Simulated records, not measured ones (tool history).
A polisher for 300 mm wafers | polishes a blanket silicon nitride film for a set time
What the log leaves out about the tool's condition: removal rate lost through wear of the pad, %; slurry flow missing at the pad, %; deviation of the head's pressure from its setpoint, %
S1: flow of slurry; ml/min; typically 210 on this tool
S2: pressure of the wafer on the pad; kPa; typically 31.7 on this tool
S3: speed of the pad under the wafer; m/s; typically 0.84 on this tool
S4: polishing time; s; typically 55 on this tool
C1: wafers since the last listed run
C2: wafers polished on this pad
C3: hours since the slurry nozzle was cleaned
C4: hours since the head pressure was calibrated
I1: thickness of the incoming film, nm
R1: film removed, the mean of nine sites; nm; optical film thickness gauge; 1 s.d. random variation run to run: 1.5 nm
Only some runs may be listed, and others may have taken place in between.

run 1 hour=0.0 | S1=210 S2=31.7 S3=1.06 S4=55 | C1=0 C2=1014 C3=546.1 C4=814.0 | I1=587.5 | R1=135.7
-- hour=31.1 worn pad replaced by a new one
-- hour=36.8 slurry nozzle cleaned
run 2 hour=38.2 | S1=210 S2=31.7 S3=1.06 S4=55 | C1=228 C2=41 C3=1.4 C4=852.2 | I1=609.4 | R1=143.8
run 3 hour=138.5 | S1=210 S2=31.7 S3=1.06 S4=55 | C1=690 C2=732 C3=101.7 C4=952.5 | I1=611.0 | R1=142.2
run 4 hour=194.8 | S1=210 S2=34.5 S3=0.84 S4=55 | C1=387 C2=1119 C3=158.0 C4=1008.8 | I1=608.2 | R1=118.1
-- hour=204.5 worn pad replaced by a new one
run 5 hour=256.5 | S1=155 S2=31.7 S3=0.84 S4=55 | C1=397 C2=357 C3=219.7 C4=1070.5 | I1=601.8 | R1=115.5
run 6 hour=284.9 | S1=155 S2=31.7 S3=0.84 S4=55 | C1=195 C2=553 C3=248.1 C4=1098.9 | I1=595.6 | R1=115.9
-- hour=324.0 head pressure recalibrated
run 7 hour=351.4 | S1=155 S2=31.7 S3=0.84 S4=55 | C1=443 C2=996 C3=314.6 C4=27.4 | I1=593.1 | R1=109.2
run 8 hour=410.1 | S1=210 S2=27.6 S3=0.72 S4=55 | C1=404 C2=1400 C3=373.3 C4=86.1 | I1=608.4 | R1=82.5
-- hour=415.8 worn pad replaced by a new one
run 9 hour=451.0 | S1=210 S2=40.0 S3=0.68 S4=55 | C1=253 C2=242 C3=414.2 C4=127.0 | I1=594.2 | R1=125.6
run 10 hour=584.2 | S1=210 S2=31.7 S3=0.84 S4=55 | C1=916 C2=1158 C3=547.4 C4=260.2 | I1=600.8 | R1=108.0
-- hour=594.2 worn pad replaced by a new one
-- hour=600.9 slurry nozzle cleaned
run 11 hour=632.9 | S1=210 S2=39.3 S3=1.10 S4=55 | C1=300 C2=259 C3=32.0 C4=308.9 | I1=603.2 | R1=181.0
run 12 hour=694.7 | S1=210 S2=31.7 S3=0.84 S4=55 | C1=425 C2=685 C3=93.8 C4=370.7 | I1=598.4 | R1=116.1
run 13 hour=757.4 | S1=190 S2=23.4 S3=0.84 S4=55 | C1=431 C2=1116 C3=156.5 C4=433.4 | I1=590.0 | R1=81.3
-- hour=794.1 worn pad replaced by a new one
run 14 hour=824.0 | S1=210 S2=31.7 S3=0.84 S4=55 | C1=430 C2=205 C3=223.1 C4=500.0 | I1=599.0 | R1=120.8
run 15 hour=850.0 | S1=210 S2=40.7 S3=0.66 S4=55 | C1=178 C2=384 C3=249.1 C4=526.0 | I1=597.9 | R1=126.6

4 ways to go on from here, each from the tool as it stands after run 15. What would each give?
run A hour=850.4 | S1=210 S2=37.9 S3=0.84 S4=55 | C1=2 C2=387 C3=249.5 C4=526.4 | I1=596.6 | R1=?
run B hour=850.4 | S1=210 S2=41.4 S3=0.84 S4=55 | C1=2 C2=387 C3=249.5 C4=526.4 | I1=596.6 | R1=?
run C hour=850.4 | S1=140 S2=22.1 S3=0.68 S4=55 | C1=2 C2=387 C3=249.5 C4=526.4 | I1=596.6 | R1=?
run D hour=850.4 | S1=210 S2=35.2 S3=0.70 S4=55 | C1=2 C2=387 C3=249.5 C4=526.4 | I1=596.6 | R1=?

run=A R1=143.0
run=B R1=156.0
run=C R1=67.9
run=D R1=114.9
With the hidden condition removed and each run's random variation left untouched, the same runs would have given:
run=A R1=146.2
run=B R1=159.5
run=C R1=69.4
run=D R1=117.5

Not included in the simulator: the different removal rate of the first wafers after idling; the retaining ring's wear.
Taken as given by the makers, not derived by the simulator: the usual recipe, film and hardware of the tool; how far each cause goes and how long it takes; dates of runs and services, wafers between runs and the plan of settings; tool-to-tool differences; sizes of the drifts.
